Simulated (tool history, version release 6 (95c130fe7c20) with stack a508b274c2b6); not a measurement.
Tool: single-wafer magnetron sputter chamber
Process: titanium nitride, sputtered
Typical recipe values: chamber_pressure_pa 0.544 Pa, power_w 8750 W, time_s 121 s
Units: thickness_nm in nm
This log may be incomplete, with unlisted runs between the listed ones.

run,hour,chamber_pressure_pa,power_w,time_s,"read-back reference wafer on the same gauge, thickness_nm",thickness_nm
1,0,0.688,8750,104,184.869,167.221
2,30.5,0.544,8750,121,184.81,207.615
3,50.8,0.658,8750,121,185.108,197.331
4,113,0.658,8750,121,185.04,197.737
5,141.6,0.658,8750,121,184.926,198.219
6,154.7,0.544,8750,121,184.927,206.51
7,177.4,0.544,8750,121,184.947,206.863
8,197.2,0.544,8750,121,185.024,207.349
# hour 230.7: sputter target and shields replaced
9,231.2,0.544,8750,121,184.948,208.458
10,254.6,0.544,8750,121,184.907,207.626
11,288.5,0.544,8050,134,184.958,211.027
# hour 303.4: gauge calibrated
12,313.5,0.544,8050,134,184.824,211.228
13,334.5,0.544,8750,121,185.241,207.241
14,356,0.544,8750,121,185.105,207.622
15,388,0.361,7100,136,185.12,204.332
# hour 416.9: capacitance manometer re-zeroed and calibrated
16,417.4,0.688,8750,104,184.982,157.861
17,442.8,0.544,6650,134,185.052,166.98
# hour 458: magnet pack replaced
18,470.5,0.544,7300,133,184.958,181.175
19,482.7,0.544,8750,121,184.964,198.373
20,518.4,0.544,8750,121,185.064,198.656
21,537.1,0.707,6650,129,185,148.815
22,562.5,0.544,8750,141,185.036,233.201
23,589,0.544,8150,145,184.809,222.726
24,601,0.544,6800,121,184.956,156.086
25,615.5,0.544,8750,121,185.029,201.044
26,634,0.544,8750,121,184.938,201.275
27,648.3,0.544,7900,121,185.185,181.777
28,662.4,0.544,6650,135,185.034,170.164

Here are 5 independent what-if runs from the current tool condition. What would each one return?
A,662.8,0.544,8750,121,?,?
B,662.8,0.677,6800,121,?,?
C,662.8,0.544,8750,106,?,?
D,662.8,0.544,10250,145,?,?
E,662.8,0.544,10650,139,?,?

run,"read-back reference wafer on the same gauge, thickness_nm",thickness_nm
A,185.02,200.215
B,185.02,146.185
C,185.02,175.395
D,185.02,281.058
E,185.02,279.942
Had the tool no hidden state, the same runs would have come out as:
run,thickness_nm
A,197.014
B,143.121
C,172.591
D,276.564
E,275.466
